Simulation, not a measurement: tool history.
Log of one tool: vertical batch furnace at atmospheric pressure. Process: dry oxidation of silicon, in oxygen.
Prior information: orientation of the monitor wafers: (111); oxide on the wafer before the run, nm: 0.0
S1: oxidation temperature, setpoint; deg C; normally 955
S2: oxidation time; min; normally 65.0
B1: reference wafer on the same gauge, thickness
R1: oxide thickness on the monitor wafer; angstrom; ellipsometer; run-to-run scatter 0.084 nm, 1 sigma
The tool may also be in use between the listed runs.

run 1 day=0.000 | S1=955 S2=65.0 | B1=37.80 | R1=479.0
run 2 day=0.958 | S1=955 S2=65.0 | B1=37.81 | R1=478.2
run 3 day=1.754 | S1=955 S2=65.0 | B1=37.80 | R1=478.1
run 4 day=2.408 | S1=955 S2=65.0 | B1=37.78 | R1=477.6
run 5 day=3.654 | S1=955 S2=65.0 | B1=37.81 | R1=478.0
run 6 day=4.771 | S1=955 S2=65.0 | B1=37.80 | R1=479.5
run 7 day=5.754 | S1=955 S2=65.0 | B1=37.79 | R1=479.6
run 8 day=6.638 | S1=948 S2=54.0 | B1=37.82 | R1=397.5
run 9 day=7.517 | S1=948 S2=54.0 | B1=37.81 | R1=396.1
run 10 day=8.879 | S1=948 S2=54.0 | B1=37.81 | R1=396.4
run 11 day=9.408 | S1=964 S2=65.0 | B1=37.81 | R1=515.0
-- day=10.804 thermocouples replaced and temperature profile calibrated
run 12 day=10.825 | S1=964 S2=65.0 | B1=37.78 | R1=491.1
run 13 day=11.025 | S1=955 S2=65.0 | B1=37.80 | R1=457.8
run 14 day=12.054 | S1=955 S2=41.5 | B1=37.77 | R1=335.9
run 15 day=13.379 | S1=955 S2=65.0 | B1=37.79 | R1=457.3
run 16 day=14.708 | S1=955 S2=65.0 | B1=37.81 | R1=456.9
run 17 day=15.896 | S1=955 S2=65.0 | B1=37.80 | R1=458.2
run 18 day=17.142 | S1=962 S2=76.5 | B1=37.79 | R1=540.8
run 19 day=18.275 | S1=955 S2=65.0 | B1=37.81 | R1=458.4
run 20 day=19.517 | S1=972 S2=40.5 | B1=37.81 | R1=381.5
run 21 day=20.317 | S1=955 S2=55.0 | B1=37.80 | R1=407.6
run 22 day=22.921 | S1=955 S2=36.5 | B1=37.80 | R1=308.0
-- day=24.142 gauge calibrated
run 23 day=24.267 | S1=955 S2=47.5 | B1=37.79 | R1=368.1
-- day=25.850 boat lift adjusted
run 24 day=25.871 | S1=937 S2=97.0 | B1=37.81 | R1=534.7
run 25 day=26.746 | S1=955 S2=65.0 | B1=37.80 | R1=473.6
run 26 day=27.467 | S1=934 S2=79.5 | B1=37.80 | R1=453.6
run 27 day=28.712 | S1=969 S2=52.5 | B1=37.79 | R1=457.7
run 28 day=29.762 | S1=955 S2=65.0 | B1=37.80 | R1=471.2
run 29 day=30.321 | S1=972 S2=40.5 | B1=37.79 | R1=393.0
run 30 day=31.575 | S1=964 S2=65.0 | B1=37.79 | R1=509.7
run 31 day=32.304 | S1=976 S2=42.0 | B1=37.80 | R1=415.0
run 32 day=32.829 | S1=932 S2=65.0 | B1=37.79 | R1=388.8
run 33 day=33.842 | S1=934 S2=65.0 | B1=37.79 | R1=395.6
run 34 day=35.167 | S1=976 S2=65.0 | B1=37.81 | R1=561.4
run 35 day=36.496 | S1=933 S2=55.5 | B1=37.81 | R1=351.5
run 36 day=37.875 | S1=955 S2=65.0 | B1=37.81 | R1=472.9
run 37 day=38.762 | S1=942 S2=65.0 | B1=37.82 | R1=423.8
run 38 day=39.912 | S1=955 S2=65.0 | B1=37.80 | R1=471.9

5 options for the next run, each taken on its own from the tool as it stands now. Forecast them:
run A day=40.121 | S1=955 S2=51.0 | B1=? | R1=?
run B day=40.121 | S1=968 S2=36.5 | B1=? | R1=?
run C day=40.121 | S1=969 S2=80.5 | B1=? | R1=?
run D day=40.121 | S1=940 S2=34.0 | B1=? | R1=?
run E day=40.121 | S1=946 S2=78.5 | B1=? | R1=?

run=A B1=37.80 R1=400.7
run=B B1=37.80 R1=355.1
run=C B1=37.80 R1=613.1
run=D B1=37.80 R1=267.2
run=E B1=37.80 R1=499.8
The same runs, with their run-to-run variation unchanged, on a tool lacking any hidden condition would have given:
run=A R1=399.4
run=B R1=354.0
run=C R1=611.2
run=D R1=266.2
run=E R1=498.1

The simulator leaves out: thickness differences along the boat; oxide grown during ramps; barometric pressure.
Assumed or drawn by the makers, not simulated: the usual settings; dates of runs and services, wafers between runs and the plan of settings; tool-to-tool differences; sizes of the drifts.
